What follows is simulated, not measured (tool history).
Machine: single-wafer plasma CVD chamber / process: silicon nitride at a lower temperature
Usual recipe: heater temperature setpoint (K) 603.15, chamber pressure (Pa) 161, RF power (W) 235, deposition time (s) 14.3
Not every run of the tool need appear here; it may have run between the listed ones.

| run | hour | heater temperature setpoint (K) | chamber pressure (Pa) | RF power (W) | deposition time (s) | read-back reference wafer on the same gauge, thickness_nm | mean film thickness on the monitor wafer (nm) |
|---|---|---|---|---|---|---|---|
| 1 | 0 | 595.15 | 180 | 235 | 14.3 | 11.999 | 11.831 |
| 2 | 88.3 | 595.15 | 180 | 235 | 14.3 | 12.002 | 11.848 |
|  | 149.5 | gauge calibrated |
| 3 | 152.8 | 603.15 | 161 | 200 | 14.3 | 12.002 | 10.12 |
| 4 | 325.4 | 603.15 | 161 | 200 | 14.3 | 12.004 | 10.077 |
|  | 339.3 | thermocouple changed; heater temperature recalibrated |
| 5 | 391.4 | 603.15 | 161 | 235 | 14.3 | 12.005 | 11.484 |
| 6 | 490.2 | 599.15 | 161 | 260 | 14.3 | 12.004 | 12.373 |
| 7 | 545.9 | 599.15 | 161 | 260 | 14.3 | 12.002 | 12.384 |
| 8 | 622.7 | 603.15 | 161 | 235 | 14.3 | 12.005 | 11.514 |
|  | 720 | capacitance manometer re-zeroed and calibrated |
| 9 | 720.5 | 603.15 | 161 | 235 | 14.3 | 11.993 | 11.194 |
|  | 807.7 | showerhead replaced |
| 10 | 824.4 | 603.15 | 161 | 235 | 14.3 | 11.992 | 11.215 |
|  | 1084.1 | RF generator calibrated |
| 11 | 1144.8 | 603.15 | 161 | 235 | 14.3 | 12 | 11.291 |
|  | 1201.6 | thermocouple changed; heater temperature recalibrated |
| 12 | 1213.7 | 603.15 | 161 | 235 | 14.3 | 12.003 | 11.391 |
| 13 | 1284.8 | 603.15 | 135 | 205 | 14.3 | 12.005 | 9.665 |
| 14 | 1340 | 612.15 | 123 | 270 | 14.3 | 12.003 | 11.59 |
|  | 1431.7 | gauge calibrated |
| 15 | 1444 | 603.15 | 161 | 235 | 14.3 | 11.997 | 11.355 |
| 16 | 1493.8 | 603.15 | 161 | 235 | 15.4 | 12.003 | 12.264 |
| 17 | 1576.3 | 609.15 | 161 | 235 | 14.3 | 11.999 | 11.318 |
| 18 | 1661.4 | 603.15 | 161 | 235 | 14.3 | 11.993 | 11.407 |
| 19 | 1710.5 | 609.15 | 199 | 275 | 16.6 | 12.009 | 15.634 |
| 20 | 1792.4 | 596.15 | 199 | 235 | 14.3 | 12.007 | 12.008 |
| 21 | 1884.7 | 615.15 | 161 | 270 | 11.6 | 12.01 | 10.188 |
| 22 | 1986.2 | 603.15 | 161 | 235 | 14.3 | 11.994 | 11.357 |

Predict the results of run 23:
|  | 2032.5 | thermocouple changed; heater temperature recalibrated |
| 23 | 2067.1 | 617.15 | 133 | 235 | 14.3 | ? | ? |

For run 23 the tool returned read-back reference wafer on the same gauge, thickness_nm 11.996, mean film thickness on the monitor wafer (nm) 10.793.
On a tool with no hidden condition, and with the same random variation, this run would have come out at mean film thickness on the monitor wafer (nm) 10.647.

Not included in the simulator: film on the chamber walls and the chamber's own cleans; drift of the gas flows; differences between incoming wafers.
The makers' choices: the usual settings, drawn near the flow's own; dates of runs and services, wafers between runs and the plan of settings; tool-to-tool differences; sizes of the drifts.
